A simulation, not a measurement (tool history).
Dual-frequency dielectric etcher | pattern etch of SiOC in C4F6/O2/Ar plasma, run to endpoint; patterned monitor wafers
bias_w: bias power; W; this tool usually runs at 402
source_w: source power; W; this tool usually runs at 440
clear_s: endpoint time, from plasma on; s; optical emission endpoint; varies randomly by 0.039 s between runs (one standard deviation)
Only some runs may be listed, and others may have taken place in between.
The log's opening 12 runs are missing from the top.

run	hour	bias_w	source_w	wafers since the last listed run	hours since the last wet clean	hours since the last bias power generator calibration	hours since the last source power generator calibration	hours since the last upper electrode change	incoming incoming film thickness, nm	clear_s
# hour 996: wet clean of the chamber
13	996.5	402	440	426	0.5	1468	3349.5	2224.3	33.67	11.6
14	1083.7	402	440	1082	87.7	1555.2	3436.7	2311.5	33.07	11.6
15	1133.8	402	390	621	137.8	1605.3	3486.8	2361.6	33.4	12.3
16	1232.5	402	390	1224	236.5	1704	3585.5	2460.3	33.52	12.3
17	1270.2	402	390	467	274.2	1741.7	3623.2	2498	33.38	12.3
# hour 1281.5: source power generator calibrated
18	1515.4	352	360	2992	519.4	1986.9	233.9	2743.2	33.48	13.4
19	1606	494	440	1124	610	2077.5	324.5	2833.8	33.48	11
# hour 1657.5: upper electrode replaced
20	1662.8	402	440	406	666.8	2134.3	381.3	5.3	33.75	11.8
# hour 1693.4: wet clean of the chamber
# hour 1761.5: bias power generator calibrated
21	1954.6	451	480	3273	261.2	193.1	673.1	297.1	33.19	10.6
22	2006.7	460	350	646	313.3	245.2	725.2	349.2	33.6	12.3
23	2088	466	380	1008	394.6	326.5	806.5	430.5	33.29	11.7
24	2150.3	402	440	773	456.9	388.8	868.8	492.8	33.71	11.6
25	2253.8	496	510	1284	560.4	492.3	972.3	596.3	33.78	10.2
26	2342.3	452	440	1098	648.9	580.8	1060.8	684.8	33.7	11.2
# hour 2373.5: wet clean of the chamber
27	2384.9	468	490	230	11.4	623.4	1103.4	727.4	33.64	10.6
28	2442.4	305	330	713	68.9	680.9	1160.9	784.9	33.99	14.5
29	2536.9	402	440	1172	163.4	775.4	1255.4	879.4	33.14	11.4
30	2623.5	355	370	1074	250	862	1342	966	33.14	12.7
31	2716.9	402	440	1158	343.4	955.4	1435.4	1059.4	33.51	11.6
32	2755.1	402	380	474	381.6	993.6	1473.6	1097.6	33.36	12.3
33	2805.1	402	490	620	431.6	1043.6	1523.6	1147.6	33.56	11.1
34	2899.9	477	360	1176	526.4	1138.4	1618.4	1242.4	33.48	12
# hour 2941.7: wet clean of the chamber
35	2999	430	330	931	57.3	1237.5	1717.5	1341.5	33.77	13
36	3095.5	304	520	1197	153.8	1334	1814	1438	33.65	11.8

Each row is a separate what-if for the run after 36, all from the same tool condition, not one after another. Results?
A	3095.9	402	370	4	154.2	1334.4	1814.4	1438.4	33.46	?
B	3095.9	500	410	4	154.2	1334.4	1814.4	1438.4	33.46	?
C	3095.9	305	520	4	154.2	1334.4	1814.4	1438.4	33.46	?

run	clear_s
A	12.5
B	11.2
C	11.7
Take away the tool's hidden state, keep each run's random variation, and the runs would have read:
run	clear_s
A	12.4
B	11.1
C	11.7
